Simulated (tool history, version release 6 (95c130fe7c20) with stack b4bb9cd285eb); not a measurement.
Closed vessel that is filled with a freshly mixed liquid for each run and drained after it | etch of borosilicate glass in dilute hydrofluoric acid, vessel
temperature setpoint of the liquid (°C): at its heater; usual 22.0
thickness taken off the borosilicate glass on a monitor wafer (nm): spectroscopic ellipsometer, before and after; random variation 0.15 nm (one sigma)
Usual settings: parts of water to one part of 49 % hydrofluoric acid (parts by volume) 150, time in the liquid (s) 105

| run | hour | temperature setpoint of the liquid (°C) | parts of water to one part of 49 % hydrofluoric acid (parts by volume) | time in the liquid (s) | read-back film thickness of the borosilicate glass reference wafer, read on the same gauge (nm) | thickness taken off the borosilicate glass on a monitor wafer (nm) |
|---|---|---|---|---|---|---|
| 1 | 0.0 | 22.0 | 150 | 105 | 60.05 | 17.16 |
| 2 | 11.1 | 22.0 | 150 | 105 | 59.99 | 17.16 |
| 3 | 21.8 | 22.0 | 150 | 105 | 60.00 | 16.77 |
| 4 | 33.7 | 22.0 | 150 | 105 | 60.01 | 17.21 |
| 5 | 43.1 | 22.0 | 150 | 105 | 59.98 | 16.93 |
|  | 50.4 | gauge calibrated |
| 6 | 52.4 | 22.0 | 150 | 105 | 59.99 | 16.64 |
| 7 | 63.7 | 24.0 | 185 | 105 | 60.01 | 14.40 |
| 8 | 81.5 | 24.0 | 185 | 105 | 59.99 | 14.37 |
| 9 | 96.9 | 24.0 | 185 | 105 | 59.99 | 14.35 |
| 10 | 111.0 | 22.0 | 150 | 90 | 60.03 | 14.60 |
| 11 | 122.9 | 23.5 | 125 | 120 | 60.01 | 25.66 |
| 12 | 133.5 | 24.5 | 150 | 150 | 60.01 | 26.82 |
|  | 145.9 | thermometer replaced |
|  | 150.7 | hydrofluoric acid flow meter replaced |
| 13 | 178.7 | 22.0 | 150 | 75 | 59.96 | 12.18 |
| 14 | 194.4 | 22.0 | 150 | 135 | 59.97 | 21.39 |
| 15 | 204.6 | 22.0 | 150 | 105 | 60.00 | 16.89 |
|  | 219.8 | gauge calibrated |
| 16 | 220.4 | 24.5 | 185 | 135 | 59.98 | 18.88 |
| 17 | 237.7 | 25.0 | 170 | 130 | 59.99 | 20.43 |
| 18 | 274.4 | 22.0 | 210 | 105 | 59.99 | 11.40 |
| 19 | 285.9 | 22.0 | 150 | 135 | 60.02 | 21.83 |
| 20 | 294.9 | 22.0 | 150 | 105 | 59.99 | 17.11 |

5 ways to go on from here, each from the tool as it stands after run 20. What would each give?
| A | 295.6 | 22.0 | 150 | 105 | ? | ? |
| B | 295.6 | 17.5 | 210 | 105 | ? | ? |
| C | 295.6 | 25.0 | 195 | 105 | ? | ? |
| D | 295.6 | 19.0 | 110 | 50 | ? | ? |
| E | 295.6 | 19.5 | 150 | 130 | ? | ? |

| run | read-back film thickness of the borosilicate glass reference wafer, read on the same gauge (nm) | thickness taken off the borosilicate glass on a monitor wafer (nm) |
|---|---|---|
| A | 60.03 | 17.09 |
| B | 60.03 | 9.64 |
| C | 60.03 | 14.02 |
| D | 60.03 | 10.27 |
| E | 60.03 | 19.17 |
Without the tool's hidden state the same runs would have given:
| run | thickness taken off the borosilicate glass on a monitor wafer (nm) |
|---|---|
| A | 17.09 |
| B | 9.64 |
| C | 14.02 |
| D | 10.27 |
| E | 19.17 |

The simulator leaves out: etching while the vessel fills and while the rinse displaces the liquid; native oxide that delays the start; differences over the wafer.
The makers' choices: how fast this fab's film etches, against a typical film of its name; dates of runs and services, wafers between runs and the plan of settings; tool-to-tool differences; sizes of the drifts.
